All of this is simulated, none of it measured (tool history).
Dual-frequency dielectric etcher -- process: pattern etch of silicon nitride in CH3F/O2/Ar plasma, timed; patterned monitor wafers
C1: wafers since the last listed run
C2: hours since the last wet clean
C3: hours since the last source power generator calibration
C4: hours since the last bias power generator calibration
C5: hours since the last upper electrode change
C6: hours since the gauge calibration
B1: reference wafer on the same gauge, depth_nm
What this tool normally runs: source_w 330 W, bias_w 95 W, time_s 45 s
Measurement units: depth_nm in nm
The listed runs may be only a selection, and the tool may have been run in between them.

Run 1, hour 0: usual settings but source_w 290 W; C1 0; C2 263.8; C3 870.3; C4 1829.6; C5 1630.2; C6 37.9; B1 24.61. Result: depth_nm 28.23 nm.
Run 2, hour 81: usual settings; C1 1127; C2 344.8; C3 951.3; C4 1910.6; C5 1711.2; C6 118.9; B1 24.73. Result: depth_nm 29.96 nm.
Run 3, hour 144.9: usual settings; C1 889; C2 408.7; C3 1015.2; C4 1974.5; C5 1775.1; C6 182.8; B1 24.8. Result: depth_nm 29.96 nm.
Run 4, hour 218.4: usual settings but source_w 390 W, bias_w 76 W; C1 1022; C2 482.2; C3 1088.7; C4 2048; C5 1848.6; C6 256.3; B1 24.92. Result: depth_nm 29.84 nm.
Run 5, hour 294.5: usual settings but source_w 390 W, bias_w 76 W; C1 1058; C2 558.3; C3 1164.8; C4 2124.1; C5 1924.7; C6 332.4; B1 25.01. Result: depth_nm 29.93 nm.
Run 6, hour 333: usual settings but source_w 350 W, time_s 50 s; C1 535; C2 596.8; C3 1203.3; C4 2162.6; C5 1963.2; C6 370.9; B1 25.01. Result: depth_nm 34.78 nm.
Run 7, hour 404: usual settings but time_s 34.5 s; C1 987; C2 667.8; C3 1274.3; C4 2233.6; C5 2034.2; C6 441.9; B1 25.1. Result: depth_nm 23.19 nm.
At hour 590.9: upper electrode replaced.
At hour 598.2: bias power generator calibrated.
Run 8, hour 598.7: usual settings but time_s 40 s; C1 2319; C2 862.5; C3 1469; C4 0.5; C5 7.8; C6 636.6; B1 25.27. Result: depth_nm 27.24 nm.
At hour 669.3: wet clean of the chamber.
Run 9, hour 669.8: usual settings but source_w 260 W, bias_w 77 W, time_s 31.5 s; C1 655; C2 0.5; C3 1540.1; C4 71.6; C5 78.9; C6 707.7; B1 25.34. Result: depth_nm 17.51 nm.
Run 10, hour 728.8: usual settings but source_w 280 W, bias_w 110 W, time_s 35 s; C1 821; C2 59.5; C3 1599.1; C4 130.6; C5 137.9; C6 766.7; B1 25.37. Result: depth_nm 23.45 nm.
Run 11, hour 827.1: usual settings; C1 1367; C2 157.8; C3 1697.4; C4 228.9; C5 236.2; C6 865; B1 25.45. Result: depth_nm 30.96 nm.
Run 12, hour 906.4: usual settings but source_w 390 W, time_s 55.5 s; C1 1103; C2 237.1; C3 1776.7; C4 308.2; C5 315.5; C6 944.3; B1 25.5. Result: depth_nm 40.91 nm.
At hour 1040.1: source power generator calibrated.
Run 13, hour 1108.3: usual settings but bias_w 81 W; C1 2753; C2 439; C3 68.2; C4 510.1; C5 517.4; C6 1146.2; B1 25.64. Result: depth_nm 29.16 nm.
Run 14, hour 1204.9: usual settings but bias_w 73 W, time_s 56.5 s; C1 1344; C2 535.6; C3 164.8; C4 606.7; C5 614; C6 1242.8; B1 25.7. Result: depth_nm 34.84 nm.
Run 15, hour 1306.7: usual settings but time_s 33.5 s; C1 1416; C2 637.4; C3 266.6; C4 708.5; C5 715.8; C6 1344.6; B1 25.73. Result: depth_nm 23.46 nm.
Run 16, hour 1362.7: usual settings; C1 779; C2 693.4; C3 322.6; C4 764.5; C5 771.8; C6 1400.6; B1 25.75. Result: depth_nm 31.22 nm.
Run 17, hour 1405: usual settings; C1 588; C2 735.7; C3 364.9; C4 806.8; C5 814.1; C6 1442.9; B1 25.75. Result: depth_nm 31.05 nm.
Run 18, hour 1481.7: usual settings but source_w 290 W, bias_w 111 W; C1 1067; C2 812.4; C3 441.6; C4 883.5; C5 890.8; C6 1519.6; B1 25.8. Result: depth_nm 31.62 nm.
At hour 1576.4: wet clean of the chamber.
Run 19, hour 1576.9: usual settings but source_w 290 W, bias_w 106 W, time_s 50.5 s; C1 990; C2 0.5; C3 536.8; C4 978.7; C5 986; C6 1614.8; B1 25.83. Result: depth_nm 34.44 nm.
Run 20, hour 1657.4: usual settings but bias_w 82 W; C1 1120; C2 81; C3 617.3; C4 1059.2; C5 1066.5; C6 1695.3; B1 25.86. Result: depth_nm 29.49 nm.
Run 21, hour 1706.1: usual settings but source_w 300 W, bias_w 109 W; C1 677; C2 129.7; C3 666; C4 1107.9; C5 1115.2; C6 1744; B1 25.93. Result: depth_nm 31.67 nm.
Run 22, hour 1790.8: usual settings but bias_w 78 W, time_s 35 s; C1 1178; C2 214.4; C3 750.7; C4 1192.6; C5 1199.9; C6 1828.7; B1 25.9. Result: depth_nm 22.66 nm.
Run 23, hour 1842.7: usual settings; C1 722; C2 266.3; C3 802.6; C4 1244.5; C5 1251.8; C6 1880.6; B1 25.97. Result: depth_nm 31.48 nm.
Run 24, hour 1988.4: usual settings but source_w 390 W, bias_w 86 W, time_s 41 s; C1 2027; C2 412; C3 948.3; C4 1390.2; C5 1397.5; C6 2026.3; B1 25.95. Result: depth_nm 29.73 nm.
Run 25, hour 2094.8: usual settings but source_w 410 W, bias_w 84 W, time_s 55.5 s; C1 1480; C2 518.4; C3 1054.7; C4 1496.6; C5 1503.9; C6 2132.7; B1 25.97. Result: depth_nm 40.7 nm.
Run 26, hour 2149.5: usual settings but source_w 400 W, bias_w 83 W, time_s 36.5 s; C1 761; C2 573.1; C3 1109.4; C4 1551.3; C5 1558.6; C6 2187.4; B1 26.03. Result: depth_nm 26.26 nm.
Run 27, hour 2239.8: usual settings; C1 1256; C2 663.4; C3 1199.7; C4 1641.6; C5 1648.9; C6 2277.7; B1 26.04. Result: depth_nm 31.32 nm.
Run 28, hour 2408.2: usual settings; C1 2343; C2 831.8; C3 1368.1; C4 1810; C5 1817.3; C6 2446.1; B1 26.07. Result: depth_nm 31.54 nm.
At hour 2442.7: wet clean of the chamber.
Run 29, hour 2510.6: usual settings but source_w 350 W, bias_w 87 W, time_s 35 s; C1 1090; C2 67.9; C3 1470.5; C4 1912.4; C5 1919.7; C6 2548.5; B1 26.05. Result: depth_nm 24.11 nm.
Run 30, hour 2608.8: usual settings; C1 1366; C2 166.1; C3 1568.7; C4 2010.6; C5 2017.9; C6 2646.7; B1 26.05. Result: depth_nm 31.64 nm.

Hidden state, per run?
etch rate over this chamber's usual, %: 0, the same for each run
source power that arrives over what is set, %: 0, the same for each run
bias power that arrives over what is set, %: 0, the same for each run
H1: gauge reads high (%)
run     H1
  1  0.134
  2  0.575
  3  0.901
  4   1.26
  5    1.6
  6   1.77
  7   2.06
  8   2.77
  9   3.01
 10   3.19
 11   3.48
 12   3.69
 13   4.17
 14   4.37
 15   4.57
 16   4.67
 17   4.74
 18   4.87
 19   5.02
 20   5.13
 21   5.19
 22    5.3
 23   5.36
 24   5.52
 25   5.63
 26   5.68
 27   5.76
 28   5.89
 29   5.96
 30   6.02

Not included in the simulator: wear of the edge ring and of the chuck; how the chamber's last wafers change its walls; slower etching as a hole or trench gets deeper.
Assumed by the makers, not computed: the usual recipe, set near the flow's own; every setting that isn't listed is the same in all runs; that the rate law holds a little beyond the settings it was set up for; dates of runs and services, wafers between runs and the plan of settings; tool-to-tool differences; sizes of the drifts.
